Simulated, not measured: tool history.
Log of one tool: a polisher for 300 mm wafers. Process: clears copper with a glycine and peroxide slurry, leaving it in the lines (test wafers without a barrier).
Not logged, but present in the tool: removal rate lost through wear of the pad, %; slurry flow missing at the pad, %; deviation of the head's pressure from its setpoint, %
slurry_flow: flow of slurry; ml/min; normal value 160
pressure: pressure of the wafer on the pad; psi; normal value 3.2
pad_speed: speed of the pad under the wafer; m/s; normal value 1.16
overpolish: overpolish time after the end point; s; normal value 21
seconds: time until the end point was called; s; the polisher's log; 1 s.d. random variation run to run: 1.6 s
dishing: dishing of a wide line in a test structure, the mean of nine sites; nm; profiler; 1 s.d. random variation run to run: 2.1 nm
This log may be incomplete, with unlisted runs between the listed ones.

run   hour  slurry_flow  pressure  pad_speed  overpolish  wafers since the last listed run  wafers polished on this pad  hours since the slurry nozzle was cleaned  hours since the head pressure was calibrated  incoming thickness of the incoming film, nm  seconds  dishing
  1      0          160       3.2       1.16          21                                 0                          316                                      225.9                                        1039.5                                        653.1     86.6     89.1
  2     43          160       3.2       1.16          21                               374                          690                                      268.9                                        1082.5                                        660.9     90.7     85.2
  3  107.9          160       2.5       1.16          26                               565                         1255                                      333.8                                        1147.4                                        641.7    107.2     81.9
  4  175.1          160       2.5       1.16          26                               585                         1841                                        401                                        1214.6                                        644.4    111.9     85.8
     181.4  -- worn pad replaced by a new one
  5  244.1          160       3.2       1.16          21                               566                          546                                        470                                        1283.6                                          639     97.8     81.2
  6  280.7          160       3.2       1.16          21                               318                          865                                      506.6                                        1320.2                                        649.1     98.3     85.4
  7  342.2          160       3.2       1.16          21                               535                         1400                                      568.1                                        1381.7                                          656    100.6     80.1
     360.1  -- worn pad replaced by a new one, repeated, since the last time left the tool worse
  8  405.6          160       3.2       1.16          21                               517                          396                                      631.5                                        1445.1                                        653.7     87.2     86.1
  9  443.3          160       3.2       1.16          21                               328                          724                                      669.2                                        1482.8                                        651.5     88.9       83
 10  495.3          160       3.2       1.16          21                               452                         1177                                      721.2                                        1534.8                                        652.4     90.5     84.7
     542.8  -- worn pad replaced by a new one
     545.5  -- slurry nozzle cleaned
 11  546.4          160       2.2          1          21                               401                           23                                        0.9                                        1585.9                                          647    130.7     63.5
     574.6  -- head pressure recalibrated
 12  599.1          135       4.1       1.16          21                               441                          464                                       53.6                                          24.5                                        651.1     72.1    101.6
 13  659.2          210       3.2       1.16          21                               523                          988                                      113.7                                          84.6                                        649.9     87.5       87
 14  721.6          160       3.7       1.16          26                               543                         1531                                      176.1                                           147                                        643.3       79    104.9

Expected results for the next run?
     769.1  -- worn pad replaced by a new one
 15  936.8          110       3.2       1.16          21                              1839                         1461                                      391.3                                         362.2                                        650.5        ?        ?

Run 15 produced seconds 93.9 s, dishing 81.5 nm.
On a tool with no hidden condition, and with the same random variation, this run would have come out at seconds 88.7 s, dishing 84.5 nm.

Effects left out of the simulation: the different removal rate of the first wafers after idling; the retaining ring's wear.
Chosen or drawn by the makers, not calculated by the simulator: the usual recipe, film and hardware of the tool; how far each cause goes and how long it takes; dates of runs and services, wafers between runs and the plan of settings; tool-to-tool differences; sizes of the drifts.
